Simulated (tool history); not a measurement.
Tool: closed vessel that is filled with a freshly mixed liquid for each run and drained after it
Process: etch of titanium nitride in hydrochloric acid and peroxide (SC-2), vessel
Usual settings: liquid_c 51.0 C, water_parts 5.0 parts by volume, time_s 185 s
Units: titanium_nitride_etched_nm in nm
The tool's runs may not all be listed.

run,hour,liquid_c,water_parts,time_s,"read-back film thickness of the titanium nitride reference wafer, read on the same gauge (nm)",titanium_nitride_etched_nm
1,0.0,51.0,5.0,150,150.02,4.77
2,28.8,51.0,5.0,230,150.02,7.29
3,61.2,51.0,5.0,230,150.00,7.38
# hour 66.8: chemicals flow meter replaced
4,114.7,51.0,4.0,125,150.01,4.57
5,167.5,51.0,4.0,125,150.01,4.60
# hour 205.7: new drum of peroxide connected, repeated, since the last time left the tool worse
6,212.5,51.0,4.0,125,150.00,5.02
7,244.3,47.5,5.0,240,149.98,6.50
8,272.8,47.5,5.0,240,149.97,6.51
9,303.7,51.0,5.0,185,149.98,6.28
10,356.8,51.0,4.0,185,150.00,7.26
11,410.6,51.0,5.0,185,150.02,6.34
12,449.0,51.0,4.0,280,149.99,11.02
13,495.9,51.0,6.5,75,150.01,2.09
# hour 588.5: gauge calibrated
14,597.1,51.0,4.0,125,150.01,4.99
15,669.0,56.5,5.0,185,150.03,8.89
16,724.4,51.0,5.0,240,150.00,7.90
# hour 739.8: thermometer replaced
17,784.3,51.0,5.0,185,150.01,6.20
18,813.5,54.5,5.0,185,150.02,7.77
19,860.9,51.0,4.0,150,150.02,5.76
20,924.1,59.0,5.0,185,150.02,10.35
21,976.2,47.5,4.0,250,149.97,7.61
# hour 990.7: new drum of peroxide connected
22,1000.5,51.0,5.0,185,150.00,6.40
23,1028.3,51.0,7.0,185,149.98,4.89
24,1066.8,57.5,5.0,185,150.01,9.54
25,1130.1,57.5,6.0,255,150.01,11.38
26,1169.6,48.5,7.0,185,149.98,4.10
27,1200.3,51.0,5.0,185,150.00,6.17
28,1227.1,51.0,5.0,185,150.02,6.20

5 ways to go on from here, each from the tool as it stands after run 28. What would each give?
A,1227.8,58.5,5.0,185,?,?
B,1227.8,60.5,4.0,255,?,?
C,1227.8,57.0,5.5,115,?,?
D,1227.8,57.5,4.0,120,?,?
E,1227.8,51.0,7.0,120,?,?

run,"read-back film thickness of the titanium nitride reference wafer, read on the same gauge (nm)",titanium_nitride_etched_nm
A,149.99,10.10
B,149.99,18.42
C,149.99,5.32
D,149.99,7.17
E,149.99,3.13
Without the tool's hidden state the same runs would have given:
run,titanium_nitride_etched_nm
A,10.35
B,18.88
C,5.46
D,7.35
E,3.21
